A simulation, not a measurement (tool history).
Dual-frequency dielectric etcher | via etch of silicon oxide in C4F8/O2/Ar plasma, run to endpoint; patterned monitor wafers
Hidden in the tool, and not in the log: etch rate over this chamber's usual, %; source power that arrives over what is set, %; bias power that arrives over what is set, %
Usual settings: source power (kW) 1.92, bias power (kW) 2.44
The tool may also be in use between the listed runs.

run	hour	source power (kW)	bias power (kW)	wafers since the last listed run	hours since the last wet clean	hours since the last source power generator calibration	hours since the last bias power generator calibration	hours since the last upper electrode change	incoming incoming film thickness, nm	endpoint time (s)
1	0	2.04	2.44	0	424.7	4531	3259.5	3304.5	1132.3	202.5
2	31.6	2.04	2.44	146	456.3	4562.6	3291.1	3336.1	1124.1	201.7
# hour 67.6: wet clean of the chamber
3	70.6	2.08	2.44	69	3	4601.6	3330.1	3375.1	1132.2	193
4	180	2.08	2.44	505	112.4	4711	3439.5	3484.5	1115.2	192.3
5	211.4	2.08	2.44	145	143.8	4742.4	3470.9	3515.9	1122.9	193.8
6	265.9	1.65	2.285	251	198.3	4796.9	3525.4	3570.4	1128	216.2
7	334.5	1.92	2.029	317	266.9	4865.5	3594	3639	1122.5	211
8	358.6	1.92	2.029	111	291	4889.6	3618.1	3663.1	1128.4	212.8
9	416.1	2.02	2.44	265	348.5	4947.1	3675.6	3720.6	1120.6	199.6
10	453.4	2.02	2.44	172	385.8	4984.4	3712.9	3757.9	1130.7	201.5
# hour 494.2: upper electrode replaced
11	509.9	1.92	2.44	150	442.3	5040.9	3769.4	15.7	1125.7	206.6
# hour 552.7: wet clean of the chamber
12	564.3	1.65	2.44	140	11.6	5095.3	3823.8	70.1	1139.8	211.7
13	592.1	1.65	2.44	128	39.4	5123.1	3851.6	97.9	1123.7	210.2
14	623.3	1.92	2.44	144	70.6	5154.3	3882.8	129.1	1122.6	199.3
15	654	1.92	2.44	141	101.3	5185	3913.5	159.8	1126.1	200.6
16	682.2	2.27	2.789	130	129.5	5213.2	3941.7	188	1127.7	182
17	727.4	1.56	2.203	208	174.7	5258.4	3986.9	233.2	1123.1	221.4
# hour 745.8: source power generator calibrated
18	782.9	1.92	2.44	238	230.2	37.1	4042.4	288.7	1116.4	200.4
19	847.5	2.25	2.927	298	294.8	101.7	4107	353.3	1125.7	182.2
# hour 868.7: bias power generator calibrated
20	917.5	1.65	2.44	305	364.8	171.7	48.8	423.3	1122.3	214.9
21	974.2	1.58	2.44	262	421.5	228.4	105.5	480	1132.6	221.8
# hour 1017.5: wet clean of the chamber
22	1018.5	2.09	2.896	93	1	272.7	149.8	524.3	1133.2	183.9
23	1064.4	2.4	2.036	212	46.9	318.6	195.7	570.2	1127.3	191.1
24	1090.1	1.92	2.44	118	72.6	344.3	221.4	595.9	1125.9	198.4
25	1125.8	2.25	1.942	165	108.3	380	257.1	631.6	1126.4	197.9
26	1154.4	2.38	2.947	132	136.9	408.6	285.7	660.2	1132.5	178.1
27	1197.4	2.04	2.44	198	179.9	451.6	328.7	703.2	1129.4	196.4

Forecast each of these 5 alternatives for the next run:
A	1197.9	1.92	1.973	2	180.4	452.1	329.2	703.7	1139.8	?
B	1197.9	2.28	2.104	2	180.4	452.1	329.2	703.7	1139.8	?
C	1197.9	1.72	2.174	2	180.4	452.1	329.2	703.7	1139.8	?
D	1197.9	1.74	2.089	2	180.4	452.1	329.2	703.7	1139.8	?
E	1197.9	1.7	2.24	2	180.4	452.1	329.2	703.7	1139.8	?

run	endpoint time (s)
A	213.5
B	197.3
C	217.7
D	218.7
E	217.2
Without the tool's hidden state the same runs would have given:
run	endpoint time (s)
A	209.4
B	193.5
C	213.6
D	214.5
E	213
